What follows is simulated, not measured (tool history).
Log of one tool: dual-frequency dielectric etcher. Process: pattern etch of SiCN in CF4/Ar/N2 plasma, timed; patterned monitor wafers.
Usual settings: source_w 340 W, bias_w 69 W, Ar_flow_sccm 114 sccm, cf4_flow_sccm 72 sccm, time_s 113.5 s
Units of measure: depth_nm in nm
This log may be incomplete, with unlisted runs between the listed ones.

| run | hour | source_w | bias_w | Ar_flow_sccm | cf4_flow_sccm | time_s | read-back reference wafer on the same gauge, depth_nm | depth_nm |
|---|---|---|---|---|---|---|---|---|
| 1 | 0.0 | 340 | 69 | 127 | 72 | 113.5 | 87.7 | 75.4 |
| 2 | 53.4 | 340 | 69 | 127 | 72 | 113.5 | 87.8 | 75.2 |
| 3 | 78.2 | 340 | 69 | 114 | 72 | 113.5 | 87.6 | 76.2 |
| 4 | 135.0 | 340 | 69 | 114 | 72 | 113.5 | 87.4 | 76.2 |
| 5 | 240.1 | 340 | 69 | 114 | 72 | 113.5 | 87.4 | 76.8 |
| 6 | 280.1 | 300 | 62 | 114 | 72 | 113.5 | 87.4 | 66.9 |
|  | 334.6 | wet clean of the chamber |
|  | 336.7 | Ar flow controller replaced |
| 7 | 349.8 | 340 | 69 | 114 | 72 | 113.5 | 87.3 | 76.2 |
| 8 | 409.1 | 340 | 69 | 114 | 72 | 113.5 | 87.3 | 76.1 |
|  | 456.2 | CF4 flow controller replaced |
| 9 | 480.3 | 340 | 69 | 114 | 72 | 113.5 | 87.3 | 76.4 |
| 10 | 522.0 | 340 | 69 | 114 | 72 | 113.5 | 87.0 | 76.0 |
|  | 549.2 | upper electrode replaced |
|  | 567.3 | gauge calibrated |
| 11 | 575.9 | 340 | 69 | 114 | 58 | 101.0 | 88.0 | 65.0 |
|  | 726.7 | source power generator calibrated |
| 12 | 736.3 | 340 | 69 | 114 | 72 | 133.5 | 87.9 | 90.1 |
|  | 778.6 | bias power generator calibrated |
| 13 | 805.4 | 290 | 86 | 142 | 72 | 144.0 | 87.8 | 87.9 |
| 14 | 834.1 | 340 | 55 | 128 | 72 | 122.5 | 87.6 | 76.0 |
|  | 891.7 | wet clean of the chamber |
| 15 | 900.3 | 390 | 83 | 135 | 79 | 113.5 | 87.6 | 89.8 |
| 16 | 960.6 | 270 | 78 | 103 | 72 | 126.0 | 87.6 | 74.5 |
| 17 | 1004.7 | 340 | 82 | 114 | 72 | 113.5 | 87.5 | 80.6 |
| 18 | 1058.4 | 400 | 59 | 114 | 77 | 131.0 | 87.5 | 98.0 |
| 19 | 1098.5 | 340 | 69 | 114 | 72 | 113.5 | 87.5 | 75.9 |
| 20 | 1137.9 | 340 | 69 | 114 | 72 | 101.0 | 87.3 | 68.1 |
| 21 | 1198.8 | 340 | 69 | 114 | 72 | 113.5 | 87.4 | 76.7 |

Alternative continuations, all from the tool just after run 21; predict every row:
| A | 1199.2 | 390 | 69 | 114 | 72 | 113.5 | ? | ? |
| B | 1199.2 | 270 | 69 | 114 | 72 | 113.5 | ? | ? |
| C | 1199.2 | 340 | 56 | 130 | 61 | 113.5 | ? | ? |
| D | 1199.2 | 340 | 52 | 114 | 72 | 88.5 | ? | ? |

| run | read-back reference wafer on the same gauge, depth_nm | depth_nm |
|---|---|---|
| A | 87.3 | 85.4 |
| B | 87.3 | 63.3 |
| C | 87.3 | 67.5 |
| D | 87.3 | 55.2 |
Stripped of hidden state, with their random variation kept, the same runs would have yielded:
| run | depth_nm |
|---|---|
| A | 86.2 |
| B | 63.8 |
| C | 68.1 |
| D | 55.7 |

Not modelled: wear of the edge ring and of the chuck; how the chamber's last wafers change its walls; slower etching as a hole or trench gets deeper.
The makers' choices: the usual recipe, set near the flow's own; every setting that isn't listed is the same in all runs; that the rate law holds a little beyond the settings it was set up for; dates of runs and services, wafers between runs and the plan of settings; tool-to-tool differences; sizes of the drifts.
